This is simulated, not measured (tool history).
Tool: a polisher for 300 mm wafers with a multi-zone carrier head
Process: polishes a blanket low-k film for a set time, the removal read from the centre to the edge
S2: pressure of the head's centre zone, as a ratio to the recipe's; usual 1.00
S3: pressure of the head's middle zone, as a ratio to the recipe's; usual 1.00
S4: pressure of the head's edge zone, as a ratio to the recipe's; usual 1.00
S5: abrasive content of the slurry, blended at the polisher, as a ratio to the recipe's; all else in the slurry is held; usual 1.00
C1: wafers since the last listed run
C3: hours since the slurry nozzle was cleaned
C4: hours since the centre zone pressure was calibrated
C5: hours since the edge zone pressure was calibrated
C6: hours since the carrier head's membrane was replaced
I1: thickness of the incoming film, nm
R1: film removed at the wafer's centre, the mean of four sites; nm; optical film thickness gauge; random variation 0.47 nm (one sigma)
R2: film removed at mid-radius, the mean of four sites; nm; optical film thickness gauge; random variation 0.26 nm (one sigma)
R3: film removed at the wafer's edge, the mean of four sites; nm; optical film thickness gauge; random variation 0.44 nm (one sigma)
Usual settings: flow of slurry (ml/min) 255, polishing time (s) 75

{"run": 1, "hour": 0.0, "flow of slurry (ml/min)": 255, "S2": 1.0, "S3": 1.0, "S4": 1.0, "S5": 1.0, "polishing time (s)": 75, "C1": 0, "wafers polished on this pad": 41, "C3": 499.6, "C4": 341.0, "C5": 1001.5, "C6": 517.4, "I1": 779.8, "R1": 33.2, "R2": 30.9, "R3": 32.4}
{"run": 2, "hour": 33.7, "flow of slurry (ml/min)": 255, "S2": 1.0, "S3": 1.0, "S4": 1.0, "S5": 1.0, "polishing time (s)": 75, "C1": 317, "wafers polished on this pad": 358, "C3": 533.3, "C4": 374.7, "C5": 1035.2, "C6": 551.1, "I1": 762.6, "R1": 33.6, "R2": 30.0, "R3": 31.1}
{"hour": 70.4, "done": "worn pad replaced by a new one"}
{"run": 3, "hour": 70.9, "flow of slurry (ml/min)": 255, "S2": 1.0, "S3": 1.0, "S4": 1.0, "S5": 1.0, "polishing time (s)": 75, "C1": 312, "wafers polished on this pad": 4, "C3": 570.5, "C4": 411.9, "C5": 1072.4, "C6": 588.3, "I1": 778.5, "R1": 33.1, "R2": 30.0, "R3": 30.4}
{"run": 4, "hour": 99.3, "flow of slurry (ml/min)": 255, "S2": 1.0, "S3": 1.0, "S4": 1.0, "S5": 1.0, "polishing time (s)": 75, "C1": 267, "wafers polished on this pad": 271, "C3": 598.9, "C4": 440.3, "C5": 1100.8, "C6": 616.7, "I1": 766.5, "R1": 33.0, "R2": 29.7, "R3": 31.3}
{"run": 5, "hour": 126.2, "flow of slurry (ml/min)": 255, "S2": 1.0, "S3": 1.0, "S4": 1.0, "S5": 1.0, "polishing time (s)": 75, "C1": 253, "wafers polished on this pad": 524, "C3": 625.8, "C4": 467.2, "C5": 1127.7, "C6": 643.6, "I1": 782.3, "R1": 33.3, "R2": 29.9, "R3": 31.5}
{"hour": 144.7, "done": "worn pad replaced by a new one"}
{"run": 6, "hour": 145.2, "flow of slurry (ml/min)": 255, "S2": 1.0, "S3": 1.0, "S4": 1.0, "S5": 1.0, "polishing time (s)": 75, "C1": 141, "wafers polished on this pad": 4, "C3": 644.8, "C4": 486.2, "C5": 1146.7, "C6": 662.6, "I1": 771.1, "R1": 32.7, "R2": 29.3, "R3": 31.1}
{"hour": 162.8, "done": "carrier head's membrane replaced by a new one"}
{"run": 7, "hour": 176.9, "flow of slurry (ml/min)": 255, "S2": 1.0, "S3": 1.0, "S4": 1.0, "S5": 1.0, "polishing time (s)": 75, "C1": 251, "wafers polished on this pad": 255, "C3": 676.5, "C4": 517.9, "C5": 1178.4, "C6": 14.1, "I1": 764.2, "R1": 33.3, "R2": 28.9, "R3": 31.2}
{"run": 8, "hour": 206.8, "flow of slurry (ml/min)": 255, "S2": 1.0, "S3": 1.0, "S4": 1.0, "S5": 1.0, "polishing time (s)": 75, "C1": 281, "wafers polished on this pad": 537, "C3": 706.4, "C4": 547.8, "C5": 1208.3, "C6": 44.0, "I1": 762.7, "R1": 32.7, "R2": 29.0, "R3": 30.7}
{"hour": 222.1, "done": "slurry nozzle cleaned"}
{"hour": 229.1, "done": "worn pad replaced by a new one"}
{"run": 9, "hour": 241.3, "flow of slurry (ml/min)": 255, "S2": 1.0, "S3": 1.0, "S4": 1.0, "S5": 1.0, "polishing time (s)": 75, "C1": 277, "wafers polished on this pad": 115, "C3": 19.2, "C4": 582.3, "C5": 1242.8, "C6": 78.5, "I1": 769.7, "R1": 36.6, "R2": 31.4, "R3": 32.2}
{"run": 10, "hour": 256.6, "flow of slurry (ml/min)": 255, "S2": 0.96, "S3": 0.93, "S4": 1.0, "S5": 1.25, "polishing time (s)": 89, "C1": 143, "wafers polished on this pad": 259, "C3": 34.5, "C4": 597.6, "C5": 1258.1, "C6": 93.8, "I1": 768.8, "R1": 43.8, "R2": 37.4, "R3": 40.0}
{"run": 11, "hour": 281.6, "flow of slurry (ml/min)": 330, "S2": 0.96, "S3": 1.0, "S4": 1.0, "S5": 0.9, "polishing time (s)": 75, "C1": 235, "wafers polished on this pad": 494, "C3": 59.5, "C4": 622.6, "C5": 1283.1, "C6": 118.8, "I1": 771.4, "R1": 35.1, "R2": 30.7, "R3": 32.4}
{"hour": 293.3, "done": "edge zone pressure recalibrated"}
{"run": 12, "hour": 297.5, "flow of slurry (ml/min)": 255, "S2": 1.0, "S3": 1.0, "S4": 1.0, "S5": 1.0, "polishing time (s)": 75, "C1": 130, "wafers polished on this pad": 625, "C3": 75.4, "C4": 638.5, "C5": 4.2, "C6": 134.7, "I1": 755.5, "R1": 35.7, "R2": 31.4, "R3": 31.6}
{"hour": 321.0, "done": "centre zone pressure recalibrated"}
{"hour": 323.4, "done": "worn pad replaced by a new one"}
{"run": 13, "hour": 323.9, "flow of slurry (ml/min)": 185, "S2": 1.0, "S3": 1.09, "S4": 1.0, "S5": 0.9, "polishing time (s)": 75, "C1": 206, "wafers polished on this pad": 4, "C3": 101.8, "C4": 2.9, "C5": 30.6, "C6": 161.1, "I1": 771.0, "R1": 30.5, "R2": 31.6, "R3": 30.4}
{"run": 14, "hour": 345.4, "flow of slurry (ml/min)": 255, "S2": 1.0, "S3": 1.1, "S4": 1.12, "S5": 1.15, "polishing time (s)": 89, "C1": 202, "wafers polished on this pad": 207, "C3": 123.3, "C4": 24.4, "C5": 52.1, "C6": 182.6, "I1": 774.0, "R1": 40.2, "R2": 42.6, "R3": 42.7}
{"run": 15, "hour": 359.6, "flow of slurry (ml/min)": 255, "S2": 1.0, "S3": 0.95, "S4": 1.0, "S5": 1.2, "polishing time (s)": 75, "C1": 133, "wafers polished on this pad": 340, "C3": 137.5, "C4": 38.6, "C5": 66.3, "C6": 196.8, "I1": 772.7, "R1": 34.5, "R2": 32.4, "R3": 34.8}
{"run": 16, "hour": 386.0, "flow of slurry (ml/min)": 255, "S2": 0.94, "S3": 1.0, "S4": 1.08, "S5": 1.0, "polishing time (s)": 75, "C1": 248, "wafers polished on this pad": 589, "C3": 163.9, "C4": 65.0, "C5": 92.7, "C6": 223.2, "I1": 770.0, "R1": 30.3, "R2": 31.9, "R3": 33.6}
{"run": 17, "hour": 399.7, "flow of slurry (ml/min)": 255, "S2": 1.0, "S3": 1.0, "S4": 1.0, "S5": 1.0, "polishing time (s)": 75, "C1": 128, "wafers polished on this pad": 718, "C3": 177.6, "C4": 78.7, "C5": 106.4, "C6": 236.9, "I1": 767.5, "R1": 32.7, "R2": 31.6, "R3": 32.0}
{"hour": 410.9, "done": "worn pad replaced by a new one"}
{"run": 18, "hour": 420.0, "flow of slurry (ml/min)": 255, "S2": 1.0, "S3": 1.04, "S4": 1.0, "S5": 1.2, "polishing time (s)": 75, "C1": 153, "wafers polished on this pad": 86, "C3": 197.9, "C4": 99.0, "C5": 126.7, "C6": 257.2, "I1": 772.7, "R1": 34.0, "R2": 34.4, "R3": 34.9}
{"run": 19, "hour": 435.8, "flow of slurry (ml/min)": 255, "S2": 1.0, "S3": 1.0, "S4": 0.93, "S5": 1.1, "polishing time (s)": 75, "C1": 148, "wafers polished on this pad": 234, "C3": 213.7, "C4": 114.8, "C5": 142.5, "C6": 273.0, "I1": 776.5, "R1": 33.5, "R2": 32.8, "R3": 31.8}

Hidden state or all else? Some run-to-run changes of R1, split into what the settings, what came in and random variation would give without the hidden state, and what is left for the hidden state (with any gauge scatter that isn't in both results):
The hidden state here: removal rate lost through wear of the pad, %; slurry flow missing at the pad, %; deviation of the centre zone's pressure from its setpoint, %; deviation of the edge zone's pressure from its setpoint, %.
Run 8 -> 9: slurry nozzle cleaned, worn pad replaced by a new one. R1 +3.9 nm: hidden state +3.9, all else +0.0.
Run 13 -> 14: flow of slurry (ml/min) 185 -> 255, S3 1.09 -> 1.10, S4 1.00 -> 1.12, S5 0.90 -> 1.15, polishing time (s) 75 -> 89. R1 +9.7 nm: hidden state +0.2, all else +9.5.

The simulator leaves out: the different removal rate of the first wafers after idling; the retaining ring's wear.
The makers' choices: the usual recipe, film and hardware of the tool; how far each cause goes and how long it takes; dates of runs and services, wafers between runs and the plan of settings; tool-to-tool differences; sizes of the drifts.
